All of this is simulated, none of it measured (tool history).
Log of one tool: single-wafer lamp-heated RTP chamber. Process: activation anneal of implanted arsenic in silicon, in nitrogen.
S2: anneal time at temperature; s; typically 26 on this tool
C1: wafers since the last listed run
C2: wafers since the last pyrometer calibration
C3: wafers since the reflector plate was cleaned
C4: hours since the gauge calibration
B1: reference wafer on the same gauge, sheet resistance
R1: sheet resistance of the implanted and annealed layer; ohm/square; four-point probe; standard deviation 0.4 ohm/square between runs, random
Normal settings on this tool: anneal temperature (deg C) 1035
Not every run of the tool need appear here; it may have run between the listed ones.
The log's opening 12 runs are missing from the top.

At day 9.6: pyrometer window cleaned and pyrometer calibrated.
Run 13, day 10.429: usual settings; C1 341; C2 149; C3 6960; C4 197.1; B1 94.02. Result: R1 102.48 ohm/square.
Run 14, day 10.688: usual settings; C1 46; C2 196; C3 7007; C4 203.3; B1 93.98. Result: R1 102.36 ohm/square.
Run 15, day 10.988: usual settings; C1 54; C2 250; C3 7061; C4 210.5; B1 94.07. Result: R1 102.92 ohm/square.
Run 16, day 11.404: usual settings; C1 75; C2 326; C3 7136; C4 220.5; B1 93.94. Result: R1 102.55 ohm/square.
Run 17, day 11.862: usual settings but anneal temperature (deg C) 1062; C1 82; C2 409; C3 7219; C4 231.5; B1 94.01. Result: R1 87.65 ohm/square.
Run 18, day 12.15: usual settings; C1 52; C2 461; C3 7271; C4 238.4; B1 93.89. Result: R1 102.92 ohm/square.
Run 19, day 12.75: usual settings but anneal temperature (deg C) 1050, S2 30 s; C1 108; C2 569; C3 7380; C4 252.8; B1 93.99. Result: R1 90.59 ohm/square.
Run 20, day 13.308: usual settings but anneal temperature (deg C) 1010, S2 11 s; C1 101; C2 670; C3 7481; C4 266.2; B1 94.16. Result: R1 161.58 ohm/square.
Run 21, day 13.867: usual settings but anneal temperature (deg C) 1062, S2 13 s; C1 101; C2 771; C3 7582; C4 279.6; B1 93.98. Result: R1 102.89 ohm/square.
Run 22, day 14.312: usual settings but anneal temperature (deg C) 1020, S2 30 s; C1 80; C2 852; C3 7663; C4 290.3; B1 94.03. Result: R1 109.89 ohm/square.
At day 14.875: reflector plate cleaned.
Run 23, day 15: usual settings but anneal temperature (deg C) 1043, S2 14 s; C1 64; C2 916; C3 22; C4 306.8; B1 93.95. Result: R1 112.12 ohm/square.
Run 24, day 16.662: usual settings but anneal temperature (deg C) 1048, S2 16 s; C1 300; C2 1217; C3 323; C4 346.7; B1 93.92. Result: R1 104.48 ohm/square.
At day 16.992: gauge calibrated.
Run 25, day 17.033: usual settings but anneal temperature (deg C) 1018, S2 21 s; C1 67; C2 1284; C3 390; C4 1; B1 94.03. Result: R1 120.26 ohm/square.
Run 26, day 17.446: usual settings; C1 74; C2 1359; C3 465; C4 10.9; B1 94.05. Result: R1 100.24 ohm/square.
Run 27, day 18.15: usual settings; C1 127; C2 1486; C3 592; C4 27.8; B1 93.9. Result: R1 100.27 ohm/square.
Run 28, day 18.446: usual settings; C1 53; C2 1539; C3 646; C4 34.9; B1 93.89. Result: R1 99.4 ohm/square.
At day 19.621: reflector plate cleaned, repeated, since the last time left the tool worse.
Run 29, day 20.625: usual settings but anneal temperature (deg C) 1026, S2 31 s; C1 333; C2 1873; C3 181; C4 87.2; B1 94. Result: R1 108.3 ohm/square.
Run 30, day 21.071: usual settings; C1 80; C2 1954; C3 262; C4 97.9; B1 93.99. Result: R1 106.39 ohm/square.
Run 31, day 21.467: usual settings but S2 11 s; C1 71; C2 2026; C3 334; C4 107.4; B1 94.04. Result: R1 136.3 ohm/square.
Run 32, day 22.058: usual settings; C1 107; C2 2133; C3 441; C4 121.6; B1 94.04. Result: R1 106.16 ohm/square.
Run 33, day 22.442: usual settings but anneal temperature (deg C) 1020, S2 21 s; C1 69; C2 2202; C3 510; C4 130.8; B1 94.09. Result: R1 126.12 ohm/square.
Run 34, day 23.146: usual settings but anneal temperature (deg C) 1048, S2 32 s; C1 127; C2 2330; C3 637; C4 147.7; B1 94.05. Result: R1 92.46 ohm/square.
Run 35, day 23.729: usual settings; C1 105; C2 2435; C3 743; C4 161.7; B1 94.04. Result: R1 106.25 ohm/square.
Run 36, day 24.442: usual settings but anneal temperature (deg C) 1011, S2 31 s; C1 128; C2 2564; C3 872; C4 178.8; B1 94.03. Result: R1 121.45 ohm/square.
Run 37, day 24.912: usual settings but anneal temperature (deg C) 1056, S2 40 s; C1 85; C2 2649; C3 957; C4 190.1; B1 94.02. Result: R1 84.39 ohm/square.

Branching from run 37: 4 alternative next runs. What would each branch give?
Run A, day 24.929: usual settings; C1 3; C2 2652; C3 960; C4 190.5; B1 ?. Result: R1 ?.
Run B, day 24.929: usual settings but anneal temperature (deg C) 1021; C1 3; C2 2652; C3 960; C4 190.5; B1 ?. Result: R1 ?.
Run C, day 24.929: usual settings but anneal temperature (deg C) 1053, S2 20 s; C1 3; C2 2652; C3 960; C4 190.5; B1 ?. Result: R1 ?.
Run D, day 24.929: usual settings but anneal temperature (deg C) 1044, S2 32 s; C1 3; C2 2652; C3 960; C4 190.5; B1 ?. Result: R1 ?.

run     B1      R1
  A  94.01  104.94
  B  94.01  116.56
  C  94.01   99.52
  D  94.01    93.9
Without the tool's unlogged condition, the same runs would have read:
run      R1
  A   106.3
  B  118.29
  C  100.69
  D   94.92
